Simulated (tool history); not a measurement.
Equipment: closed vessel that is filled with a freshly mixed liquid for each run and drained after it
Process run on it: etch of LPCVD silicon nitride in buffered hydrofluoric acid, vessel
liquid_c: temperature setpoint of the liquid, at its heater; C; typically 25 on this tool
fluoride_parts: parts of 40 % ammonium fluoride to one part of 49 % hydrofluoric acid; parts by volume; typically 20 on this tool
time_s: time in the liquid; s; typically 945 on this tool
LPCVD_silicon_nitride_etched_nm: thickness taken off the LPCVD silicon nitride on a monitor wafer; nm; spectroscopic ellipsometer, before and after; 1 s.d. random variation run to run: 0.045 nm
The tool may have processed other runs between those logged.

run   hour  liquid_c  fluoride_parts  time_s  wafers since the last listed run  hours since the thermometer was replaced  hours since the hydrofluoric acid flow meter was replaced  hours since the gauge calibration  read-back film thickness of the LPCVD silicon nitride reference wafer, read on the same gauge (nm)  LPCVD_silicon_nitride_etched_nm
  1      0        25              20     945                                 0                                    1080.1                                                       40.6                              103.2                                                                                               70.01                             6.76
  2   62.7        25              20     945                              4583                                    1142.8                                                      103.3                              165.9                                                                                                  70                             6.88
  3  126.1        25              20     945                              4634                                    1206.2                                                      166.7                              229.3                                                                                               70.01                             6.76
  4  187.3        25              20     500                              4473                                    1267.4                                                      227.9                              290.5                                                                                               69.99                             3.62
  5  236.9        25              20     500                              3625                                      1317                                                      277.5                              340.1                                                                                               69.98                             3.62
     265.8  -- thermometer replaced
  6  267.5        25              20     500                              2163                                       1.7                                                      308.1                              370.7                                                                                                  70                             3.34
  7  311.8        25              20     945                              3238                                        46                                                      352.4                                415                                                                                                  70                             6.32
  8  381.1      29.5            13.5    1195                              5065                                     115.3                                                      421.7                              484.3                                                                                               70.03                            14.78
       410  -- gauge calibrated
  9  435.5      29.5            16.5    1105                              3976                                     169.7                                                      476.1                               25.5                                                                                               70.01                            11.11
     568.2  -- hydrofluoric acid flow meter replaced
 10  621.4        25              20     945                             13515                                     355.6                                                       53.2                              211.4                                                                                                  70                             6.49
 11  692.1      20.5            12.5    1090                              5168                                     426.3                                                      123.9                              282.1                                                                                               69.98                             9.23
 12  763.1        25              20     945                              5189                                     497.3                                                      194.9                              353.1                                                                                               70.02                              6.5
 13  793.6        25            17.5     945                              2229                                     527.8                                                      225.4                              383.6                                                                                                  70                              7.3
 14  827.7        22              20    1385                              2492                                     561.9                                                      259.5                              417.7                                                                                               69.97                             8.03
 15    881        25            12.5     740                              3896                                     615.2                                                      312.8                                471                                                                                               69.98                             8.06

Branching from run 15: 4 alternative next runs. What would each branch give?
  A  881.9        25              20     945                                65                                     616.1                                                      313.7                              471.9                                                                                                   ?                                ?
  B  881.9      28.5              20     945                                65                                     616.1                                                      313.7                              471.9                                                                                                   ?                                ?
  C  881.9        25              20    1290                                65                                     616.1                                                      313.7                              471.9                                                                                                   ?                                ?
  D  881.9        25              25     410                                65                                     616.1                                                      313.7                              471.9                                                                                                   ?                                ?

run  read-back film thickness of the LPCVD silicon nitride reference wafer, read on the same gauge (nm)  LPCVD_silicon_nitride_etched_nm
  A                                                                                                  70                              6.4
  B                                                                                                  70                             7.72
  C                                                                                                  70                             8.73
  D                                                                                                  70                             2.38
Without the tool's hidden state the same runs would have given:
run  LPCVD_silicon_nitride_etched_nm
  A                             6.42
  B                             7.75
  C                             8.76
  D                             2.39

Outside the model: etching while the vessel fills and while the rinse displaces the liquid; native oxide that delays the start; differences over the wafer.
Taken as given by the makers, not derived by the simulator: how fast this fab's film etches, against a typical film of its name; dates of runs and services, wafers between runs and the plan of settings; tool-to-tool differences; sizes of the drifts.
